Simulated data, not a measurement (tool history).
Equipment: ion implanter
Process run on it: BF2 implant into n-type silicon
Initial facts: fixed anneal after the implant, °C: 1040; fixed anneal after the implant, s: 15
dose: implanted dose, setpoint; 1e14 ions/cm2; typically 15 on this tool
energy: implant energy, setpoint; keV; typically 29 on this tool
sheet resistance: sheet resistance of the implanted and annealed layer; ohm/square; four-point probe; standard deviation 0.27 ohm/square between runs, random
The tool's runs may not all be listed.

| run | hour | dose | energy | read-back reference wafer on the same gauge, sheet resistance | sheet resistance |
|---|---|---|---|---|---|
| 1 | 0 | 12.19 | 34.5 | 121.87 | 124.41 |
| 2 | 16.7 | 12.19 | 34.5 | 122.01 | 124.32 |
| 3 | 26.8 | 15 | 29 | 121.97 | 121.37 |
| 4 | 37.1 | 15 | 29 | 121.88 | 122.1 |
| 5 | 49.7 | 15 | 29 | 122.06 | 122.39 |
| 6 | 64.8 | 15 | 29 | 121.97 | 122.29 |
| 7 | 82.1 | 15 | 29 | 121.92 | 122.24 |
| 8 | 91.9 | 15 | 29 | 122.02 | 121.66 |
| 9 | 100.3 | 15 | 29 | 121.92 | 122.43 |
|  | 124.2 | extraction supply calibrated |
| 10 | 124.7 | 15 | 29 | 122.01 | 122.37 |
| 11 | 165.3 | 15 | 29 | 121.97 | 121.75 |
|  | 172.5 | gauge calibrated |
| 12 | 176.3 | 15 | 29 | 121.96 | 122.19 |
| 13 | 185 | 15 | 29 | 121.95 | 121.78 |
| 14 | 194.9 | 15 | 29 | 121.97 | 121.67 |
| 15 | 202.3 | 12.41 | 33 | 122 | 125.07 |
| 16 | 214.8 | 17.33 | 29 | 122.03 | 117.64 |
| 17 | 227.3 | 11.17 | 37 | 121.95 | 127.55 |
|  | 243.9 | Faraday cup replaced and dose calibrated |
| 18 | 244.4 | 11.26 | 29 | 121.98 | 136.03 |
| 19 | 251.6 | 11.98 | 20.5 | 121.99 | 148.47 |
| 20 | 263.9 | 17.43 | 38 | 121.99 | 105.72 |
| 21 | 273.6 | 15 | 29 | 122.07 | 121.78 |
| 22 | 285.2 | 12.19 | 34.5 | 121.99 | 124.37 |
| 23 | 297 | 16.86 | 29 | 121.92 | 118.52 |
| 24 | 312.3 | 11.83 | 37.5 | 122.06 | 122.56 |

Exercise: give the hidden state of the tool at every run:
deviation of the true dose from the Faraday cup's reading, %: 0, the same for each run
deviation of the true energy from its setpoint, %: 0, the same for each run
gauge reads high (%): 0, the same for each run
